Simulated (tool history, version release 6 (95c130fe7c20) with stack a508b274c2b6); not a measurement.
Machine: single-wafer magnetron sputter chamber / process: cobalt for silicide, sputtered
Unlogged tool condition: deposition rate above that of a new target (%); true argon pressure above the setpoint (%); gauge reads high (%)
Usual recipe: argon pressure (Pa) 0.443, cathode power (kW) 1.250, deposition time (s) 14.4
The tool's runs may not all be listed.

run,hour,argon pressure (Pa),cathode power (kW),deposition time (s),wafers since the last listed run,wafers on the sputter target,hours since the last manometer calibration,hours since the magnet pack was replaced,hours since the gauge calibration,"read-back reference wafer on the same gauge, thickness_nm",mean film thickness on the monitor wafer (nm)
1,0.0,0.443,1.250,14.4,0,1441,1809.6,4030.7,762.2,8.613,9.513
2,90.2,0.443,1.250,15.8,3952,5393,1899.8,4120.9,852.4,8.607,10.095
# hour 177.2: sputter target and shields replaced
3,177.7,0.443,1.250,15.8,3483,21,1987.3,4208.4,939.9,8.605,10.399
4,224.5,0.350,1.250,14.4,2050,2072,2034.1,4255.2,986.7,8.605,9.801
# hour 396.4: sputter target and shields replaced
5,396.9,0.350,1.250,14.4,7203,21,2206.5,4427.6,1159.1,8.607,9.776
# hour 411.2: magnet pack replaced
6,448.5,0.360,1.250,14.4,1910,1931,2258.1,37.3,1210.7,8.621,9.785
7,525.8,0.360,1.250,14.4,3387,5318,2335.4,114.6,1288.0,8.615,9.464
# hour 536.3: gauge calibrated
8,575.9,0.510,1.000,14.4,2195,7513,2385.5,164.7,39.6,8.613,7.056
# hour 590.0: sputter target and shields replaced
# hour 595.1: capacitance manometer re-zeroed and calibrated
9,622.5,0.360,1.250,14.4,1468,1200,27.4,211.3,86.2,8.607,9.688
10,701.8,0.443,1.250,14.4,3474,4675,106.7,290.6,165.5,8.607,9.080
11,740.0,0.443,1.250,14.4,1673,6348,144.9,328.8,203.7,8.610,9.073
# hour 779.9: sputter target and shields replaced
12,793.5,0.443,1.150,14.4,1993,594,198.4,382.3,257.2,8.615,8.705
13,894.0,0.584,1.150,12.6,4403,4998,298.9,482.8,357.7,8.622,6.963
# hour 984.0: sputter target and shields replaced
14,997.6,0.279,1.450,12.4,4188,597,402.5,586.4,461.3,8.605,10.066

Predict each of these 4 candidate next runs independently; none follows another, all start after run 14:
A,998.0,0.443,1.250,17.0,17,615,402.9,586.8,461.7,?,?
B,998.0,0.443,1.500,14.4,17,615,402.9,586.8,461.7,?,?
C,998.0,0.443,1.250,16.5,17,615,402.9,586.8,461.7,?,?
D,998.0,0.443,1.250,16.1,17,615,402.9,586.8,461.7,?,?

run,"read-back reference wafer on the same gauge, thickness_nm",mean film thickness on the monitor wafer (nm)
A,8.621,11.088
B,8.621,11.155
C,8.621,10.762
D,8.621,10.501
With no hidden state in the tool, these same runs would have given:
run,mean film thickness on the monitor wafer (nm)
A,11.109
B,11.176
C,10.782
D,10.521

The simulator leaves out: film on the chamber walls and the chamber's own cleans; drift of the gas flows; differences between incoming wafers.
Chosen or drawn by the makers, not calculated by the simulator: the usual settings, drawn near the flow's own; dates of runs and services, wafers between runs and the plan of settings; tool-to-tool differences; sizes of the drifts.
